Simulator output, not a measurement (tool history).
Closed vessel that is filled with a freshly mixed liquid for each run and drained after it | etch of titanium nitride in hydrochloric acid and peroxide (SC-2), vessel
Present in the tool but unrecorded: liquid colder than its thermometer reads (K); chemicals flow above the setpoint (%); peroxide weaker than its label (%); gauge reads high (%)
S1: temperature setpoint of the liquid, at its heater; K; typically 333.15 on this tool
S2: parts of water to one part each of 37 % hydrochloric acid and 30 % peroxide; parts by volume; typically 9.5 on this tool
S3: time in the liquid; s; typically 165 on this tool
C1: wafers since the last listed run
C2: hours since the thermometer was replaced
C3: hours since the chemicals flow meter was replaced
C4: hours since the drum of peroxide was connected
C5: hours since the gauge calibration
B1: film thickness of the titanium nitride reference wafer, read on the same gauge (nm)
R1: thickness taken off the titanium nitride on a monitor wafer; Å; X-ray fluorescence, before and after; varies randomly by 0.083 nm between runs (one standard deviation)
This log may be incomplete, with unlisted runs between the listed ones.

| run | hour | S1 | S2 | S3 | C1 | C2 | C3 | C4 | C5 | B1 | R1 |
|---|---|---|---|---|---|---|---|---|---|---|---|
| 1 | 0.0 | 333.15 | 9.5 | 165 | 0 | 1726.5 | 663.5 | 805.4 | 1685.7 | 67.74 | 133.9 |
| 2 | 31.7 | 333.15 | 9.5 | 165 | 3239 | 1758.2 | 695.2 | 837.1 | 1717.4 | 67.74 | 134.8 |
| 3 | 61.9 | 333.15 | 9.5 | 165 | 3086 | 1788.4 | 725.4 | 867.3 | 1747.6 | 67.72 | 135.6 |
| 4 | 87.1 | 333.15 | 9.5 | 165 | 2575 | 1813.6 | 750.6 | 892.5 | 1772.8 | 67.71 | 134.3 |
|  | 110.8 | new drum of peroxide connected |
|  | 134.6 | thermometer replaced |
| 5 | 143.0 | 333.15 | 9.5 | 165 | 5508 | 8.4 | 806.5 | 32.2 | 1828.7 | 67.72 | 133.3 |
|  | 190.5 | chemicals flow meter replaced |
| 6 | 212.6 | 333.15 | 11.0 | 165 | 7010 | 78.0 | 22.1 | 101.8 | 1898.3 | 67.70 | 120.3 |
| 7 | 253.4 | 340.65 | 9.5 | 115 | 4169 | 118.8 | 62.9 | 142.6 | 1939.1 | 67.69 | 148.5 |
|  | 306.0 | gauge calibrated |
| 8 | 313.5 | 333.15 | 9.5 | 165 | 6141 | 178.9 | 123.0 | 202.7 | 7.5 | 70.05 | 138.9 |
| 9 | 384.7 | 339.15 | 9.5 | 165 | 7276 | 250.1 | 194.2 | 273.9 | 78.7 | 69.84 | 201.9 |
| 10 | 452.1 | 333.15 | 9.5 | 165 | 6887 | 317.5 | 261.6 | 341.3 | 146.1 | 69.64 | 138.4 |
| 11 | 519.3 | 336.65 | 7.0 | 165 | 6867 | 384.7 | 328.8 | 408.5 | 213.3 | 69.48 | 221.4 |
| 12 | 545.8 | 333.15 | 9.5 | 165 | 2708 | 411.2 | 355.3 | 435.0 | 239.8 | 69.40 | 137.9 |
| 13 | 603.4 | 333.15 | 9.5 | 135 | 5886 | 468.8 | 412.9 | 492.6 | 297.4 | 69.27 | 112.1 |
| 14 | 665.7 | 331.15 | 11.0 | 165 | 6366 | 531.1 | 475.2 | 554.9 | 359.7 | 69.14 | 108.0 |
| 15 | 701.8 | 341.15 | 9.5 | 165 | 3689 | 567.2 | 511.3 | 591.0 | 395.8 | 69.09 | 223.5 |
| 16 | 877.4 | 333.15 | 9.5 | 165 | 17945 | 742.8 | 686.9 | 766.6 | 571.4 | 68.80 | 136.4 |
| 17 | 928.3 | 329.15 | 11.5 | 200 | 5201 | 793.7 | 737.8 | 817.5 | 622.3 | 68.72 | 109.8 |
| 18 | 967.2 | 331.15 | 11.0 | 165 | 3975 | 832.6 | 776.7 | 856.4 | 661.2 | 68.69 | 107.3 |
| 19 | 992.9 | 340.15 | 5.5 | 240 | 2626 | 858.3 | 802.4 | 882.1 | 686.9 | 68.68 | 475.5 |
|  | 1010.9 | chemicals flow meter replaced |
| 20 | 1057.9 | 342.15 | 9.5 | 165 | 6540 | 923.3 | 47.0 | 947.1 | 751.9 | 68.58 | 235.9 |
| 21 | 1082.3 | 333.15 | 9.5 | 165 | 2493 | 947.7 | 71.4 | 971.5 | 776.3 | 68.57 | 135.8 |
|  | 1100.7 | new drum of peroxide connected |
| 22 | 1126.1 | 333.15 | 9.5 | 95 | 4373 | 991.5 | 115.2 | 25.4 | 820.1 | 68.51 | 79.4 |
| 23 | 1192.5 | 325.65 | 9.5 | 140 | 6785 | 1057.9 | 181.6 | 91.8 | 886.5 | 68.44 | 70.7 |
| 24 | 1395.9 | 323.15 | 12.0 | 165 | 20786 | 1261.3 | 385.0 | 295.2 | 1089.9 | 68.31 | 58.0 |
| 25 | 1450.1 | 325.65 | 9.5 | 165 | 5538 | 1315.5 | 439.2 | 349.4 | 1144.1 | 68.28 | 84.5 |
| 26 | 1486.2 | 341.65 | 9.5 | 120 | 3689 | 1351.6 | 475.3 | 385.5 | 1180.2 | 68.24 | 168.2 |
| 27 | 1525.1 | 323.65 | 9.5 | 165 | 3975 | 1390.5 | 514.2 | 424.4 | 1219.1 | 68.22 | 73.3 |
| 28 | 1560.0 | 328.65 | 9.5 | 165 | 3566 | 1425.4 | 549.1 | 459.3 | 1254.0 | 68.23 | 102.7 |
| 29 | 1612.0 | 333.15 | 9.5 | 165 | 5314 | 1477.4 | 601.1 | 511.3 | 1306.0 | 68.17 | 137.0 |
| 30 | 1663.7 | 325.65 | 7.5 | 100 | 5283 | 1529.1 | 652.8 | 563.0 | 1357.7 | 68.17 | 61.3 |

What was the tool's hidden state at every run in the log?
liquid colder than its thermometer reads (K): 0 at every run
chemicals flow above the setpoint (%): 0 at every run
peroxide weaker than its label (%): 0 at every run
H1: gauge reads high (%)
| run | H1 |
|---|---|
| 1 | -3.23 |
| 2 | -3.24 |
| 3 | -3.25 |
| 4 | -3.26 |
| 5 | -3.28 |
| 6 | -3.29 |
| 7 | -3.31 |
| 8 | 0.0669 |
| 9 | -0.25 |
| 10 | -0.519 |
| 11 | -0.762 |
| 12 | -0.851 |
| 13 | -1.03 |
| 14 | -1.21 |
| 15 | -1.31 |
| 16 | -1.71 |
| 17 | -1.81 |
| 18 | -1.88 |
| 19 | -1.92 |
| 20 | -2.02 |
| 21 | -2.06 |
| 22 | -2.12 |
| 23 | -2.21 |
| 24 | -2.42 |
| 25 | -2.47 |
| 26 | -2.5 |
| 27 | -2.53 |
| 28 | -2.56 |
| 29 | -2.59 |
| 30 | -2.62 |
